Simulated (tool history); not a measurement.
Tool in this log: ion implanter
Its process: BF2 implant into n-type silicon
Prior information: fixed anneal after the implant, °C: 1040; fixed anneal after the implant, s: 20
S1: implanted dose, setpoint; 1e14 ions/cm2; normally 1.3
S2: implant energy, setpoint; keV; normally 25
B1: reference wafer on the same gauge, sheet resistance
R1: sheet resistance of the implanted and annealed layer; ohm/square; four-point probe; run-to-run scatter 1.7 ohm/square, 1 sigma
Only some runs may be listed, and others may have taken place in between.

run,hour,S1,S2,B1,R1
1,0,1.55,25,665.7,657.37
2,7,1.55,25,666.14,659.38
3,13.8,1.02,25,666.11,927.64
4,30.1,1.02,25,665.8,928.44
5,41.5,1.02,25,665.54,930.81
6,49.2,1.06,25,666.37,900.95
7,65,1.06,25,666.18,900.17
8,79.6,1.06,25,665.84,901.9
9,87.6,1.3,21,665.85,781.55
10,125.1,1.3,30.5,666.36,741.13
11,139.9,1.3,30.5,666.11,744.35
12,149.5,1.58,22.5,665.88,658.41
13,159.5,1.3,25,666.15,763.86
14,166,1.3,25,665.54,763.21
15,181.3,1.68,22,666.01,574.07
16,194.9,0.94,25,665.66,919.21
17,212.7,0.97,23,665.95,903.98
18,219.9,1.02,30.5,666.29,832.89
19,232.2,1.52,32,665.84,632.41
20,239.8,1.51,30,666.04,635.93
21,246.2,1.56,19,665.73,656.33
22,254.2,1.3,29.5,665.88,722.98
23,262.1,1.3,25,666.23,739.78

Missing from the log above: 5 entries noted between runs. For each, name the pair of listed runs it sits between and say how the tool's hidden condition differs from the listed run just before to the listed run just after:
Logged between run 5 and run 6: gauge calibrated (hour 45.7)
  deviation of the true dose from the Faraday cup's reading, %: -3.71 -> -3.72
  measured less the result without the state, R1: +28.47 -> +27.63 ohm/square
Logged between run 14 and run 15: extraction supply calibrated (hour 178.1); Faraday cup replaced and dose calibrated (hour 180.3)
  deviation of the true dose from the Faraday cup's reading, %: -3.78 -> 6.5
  measured less the result without the state, R1: +23.97 -> -31.3 ohm/square
Logged between run 16 and run 17: gauge calibrated (hour 198.3)
  deviation of the true dose from the Faraday cup's reading, %: 6.33 -> 6.12
  measured less the result without the state, R1: -47.48 -> -45.39 ohm/square
Logged between run 18 and run 19: Faraday cup replaced and dose calibrated, repeated, since the last time left the tool worse (hour 231.7)
  deviation of the true dose from the Faraday cup's reading, %: 6.04 -> 0.0354
  measured less the result without the state, R1: -40.81 -> -0.19 ohm/square
